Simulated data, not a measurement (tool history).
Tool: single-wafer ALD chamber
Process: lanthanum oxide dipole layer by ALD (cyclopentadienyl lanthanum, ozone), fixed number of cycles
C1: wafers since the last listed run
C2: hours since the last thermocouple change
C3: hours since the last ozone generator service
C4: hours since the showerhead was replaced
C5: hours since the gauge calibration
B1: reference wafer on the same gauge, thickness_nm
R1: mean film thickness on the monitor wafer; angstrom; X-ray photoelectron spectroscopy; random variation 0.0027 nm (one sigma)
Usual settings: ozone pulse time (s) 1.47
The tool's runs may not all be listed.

Run 1, hour 0.0: usual settings; C1 0; C2 1236.0; C3 325.6; C4 6739.0; C5 1151.0; B1 0.494. Result: R1 4.67 angstrom.
Run 2, hour 58.2: usual settings; C1 1320; C2 1294.2; C3 383.8; C4 6797.2; C5 1209.2; B1 0.495. Result: R1 4.62 angstrom.
At hour 62.1: gauge calibrated.
Run 3, hour 104.4: usual settings but ozone pulse time (s) 1.18; C1 1048; C2 1340.4; C3 430.0; C4 6843.4; C5 42.3; B1 0.496. Result: R1 3.99 angstrom.
Run 4, hour 166.4: usual settings but ozone pulse time (s) 1.18; C1 1406; C2 1402.4; C3 492.0; C4 6905.4; C5 104.3; B1 0.494. Result: R1 3.98 angstrom.
Run 5, hour 230.9: usual settings but ozone pulse time (s) 1.89; C1 1463; C2 1466.9; C3 556.5; C4 6969.9; C5 168.8; B1 0.495. Result: R1 5.01 angstrom.
Run 6, hour 254.9: usual settings but ozone pulse time (s) 1.89; C1 544; C2 1490.9; C3 580.5; C4 6993.9; C5 192.8; B1 0.495. Result: R1 4.97 angstrom.
At hour 293.9: ozone generator serviced.
At hour 318.9: showerhead replaced.
Run 7, hour 319.4: usual settings but ozone pulse time (s) 1.89; C1 1100; C2 1555.4; C3 25.5; C4 0.5; C5 257.3; B1 0.494. Result: R1 5.18 angstrom.
Run 8, hour 345.4: usual settings but ozone pulse time (s) 1.03; C1 589; C2 1581.4; C3 51.5; C4 26.5; C5 283.3; B1 0.494. Result: R1 3.88 angstrom.
Run 9, hour 388.6: usual settings but ozone pulse time (s) 1.85; C1 980; C2 1624.6; C3 94.7; C4 69.7; C5 326.5; B1 0.495. Result: R1 5.06 angstrom.
Run 10, hour 434.1: usual settings but ozone pulse time (s) 1.85; C1 1032; C2 1670.1; C3 140.2; C4 115.2; C5 372.0; B1 0.493. Result: R1 5.12 angstrom.
Run 11, hour 483.9: usual settings but ozone pulse time (s) 1.85; C1 1129; C2 1719.9; C3 190.0; C4 165.0; C5 421.8; B1 0.495. Result: R1 5.04 angstrom.
Run 12, hour 530.6: usual settings but ozone pulse time (s) 1.13; C1 1059; C2 1766.6; C3 236.7; C4 211.7; C5 468.5; B1 0.496. Result: R1 4.02 angstrom.
Run 13, hour 567.5: usual settings; C1 837; C2 1803.5; C3 273.6; C4 248.6; C5 505.4; B1 0.495. Result: R1 4.73 angstrom.
Run 14, hour 623.5: usual settings; C1 1270; C2 1859.5; C3 329.6; C4 304.6; C5 561.4; B1 0.495. Result: R1 4.66 angstrom.
Run 15, hour 650.2: usual settings but ozone pulse time (s) 2.04; C1 605; C2 1886.2; C3 356.3; C4 331.3; C5 588.1; B1 0.496. Result: R1 5.15 angstrom.
Run 16, hour 683.1: usual settings but ozone pulse time (s) 1.91; C1 746; C2 1919.1; C3 389.2; C4 364.2; C5 621.0; B1 0.495. Result: R1 5.05 angstrom.
Run 17, hour 749.4: usual settings but ozone pulse time (s) 1.97; C1 1504; C2 1985.4; C3 455.5; C4 430.5; C5 687.3; B1 0.495. Result: R1 5.06 angstrom.
Run 18, hour 786.4: usual settings but ozone pulse time (s) 1.11; C1 839; C2 2022.4; C3 492.5; C4 467.5; C5 724.3; B1 0.495. Result: R1 3.80 angstrom.
Run 19, hour 815.2: usual settings but ozone pulse time (s) 1.95; C1 653; C2 2051.2; C3 521.3; C4 496.3; C5 753.1; B1 0.495. Result: R1 5.03 angstrom.
Run 20, hour 884.8: usual settings but ozone pulse time (s) 1.69; C1 1579; C2 2120.8; C3 590.9; C4 565.9; C5 822.7; B1 0.495. Result: R1 4.87 angstrom.
Run 21, hour 947.6: usual settings but ozone pulse time (s) 1.62; C1 1424; C2 2183.6; C3 653.7; C4 628.7; C5 885.5; B1 0.494. Result: R1 4.83 angstrom.
At hour 1051.2: ozone generator serviced.
Run 22, hour 1051.7: usual settings; C1 2180; C2 2287.7; C3 0.5; C4 732.8; C5 989.6; B1 0.496. Result: R1 4.98 angstrom.
Run 23, hour 1086.1: usual settings but ozone pulse time (s) 1.92; C1 780; C2 2322.1; C3 34.9; C4 767.2; C5 1024.0; B1 0.496. Result: R1 5.17 angstrom.
At hour 1189.5: thermocouple changed; heater temperature recalibrated.
At hour 1257.5: gauge calibrated.
Run 24, hour 1284.8: usual settings but ozone pulse time (s) 1.21; C1 4327; C2 95.3; C3 233.6; C4 965.9; C5 27.3; B1 0.495. Result: R1 4.25 angstrom.
Run 25, hour 1311.9: usual settings but ozone pulse time (s) 1.22; C1 614; C2 122.4; C3 260.7; C4 993.0; C5 54.4; B1 0.494. Result: R1 4.27 angstrom.
Run 26, hour 1350.1: usual settings; C1 866; C2 160.6; C3 298.9; C4 1031.2; C5 92.6; B1 0.496. Result: R1 4.72 angstrom.
Run 27, hour 1379.7: usual settings but ozone pulse time (s) 1.65; C1 671; C2 190.2; C3 328.5; C4 1060.8; C5 122.2; B1 0.495. Result: R1 4.95 angstrom.
Run 28, hour 1412.0: usual settings but ozone pulse time (s) 1.68; C1 732; C2 222.5; C3 360.8; C4 1093.1; C5 154.5; B1 0.495. Result: R1 4.89 angstrom.
Run 29, hour 1468.2: usual settings but ozone pulse time (s) 1.07; C1 1275; C2 278.7; C3 417.0; C4 1149.3; C5 210.7; B1 0.495. Result: R1 3.70 angstrom.
Run 30, hour 1514.1: usual settings but ozone pulse time (s) 1.88; C1 1041; C2 324.6; C3 462.9; C4 1195.2; C5 256.6; B1 0.496. Result: R1 4.99 angstrom.
Run 31, hour 1550.7: usual settings but ozone pulse time (s) 1.18; C1 830; C2 361.2; C3 499.5; C4 1231.8; C5 293.2; B1 0.495. Result: R1 4.03 angstrom.
Run 32, hour 1598.1: usual settings but ozone pulse time (s) 2.05; C1 1075; C2 408.6; C3 546.9; C4 1279.2; C5 340.6; B1 0.495. Result: R1 5.07 angstrom.
Run 33, hour 1660.0: usual settings but ozone pulse time (s) 1.62; C1 1404; C2 470.5; C3 608.8; C4 1341.1; C5 402.5; B1 0.496. Result: R1 4.79 angstrom.
Run 34, hour 1686.1: usual settings but ozone pulse time (s) 0.98; C1 592; C2 496.6; C3 634.9; C4 1367.2; C5 428.6; B1 0.494. Result: R1 3.25 angstrom.

4 ways to go on from here, each from the tool as it stands after run 34. What would each give?
Run A, hour 1686.5: usual settings; C1 9; C2 497.0; C3 635.3; C4 1367.6; C5 429.0; B1 ?. Result: R1 ?.
Run B, hour 1686.5: usual settings but ozone pulse time (s) 1.86; C1 9; C2 497.0; C3 635.3; C4 1367.6; C5 429.0; B1 ?. Result: R1 ?.
Run C, hour 1686.5: usual settings but ozone pulse time (s) 0.93; C1 9; C2 497.0; C3 635.3; C4 1367.6; C5 429.0; B1 ?. Result: R1 ?.
Run D, hour 1686.5: usual settings but ozone pulse time (s) 2.01; C1 9; C2 497.0; C3 635.3; C4 1367.6; C5 429.0; B1 ?. Result: R1 ?.

run     B1    R1
  A  0.496  4.61
  B  0.496  4.97
  C  0.496  2.96
  D  0.496  5.04
Without the tool's hidden state the same runs would have given:
run    R1
  A  4.92
  B  5.12
  C  3.53
  D  5.15
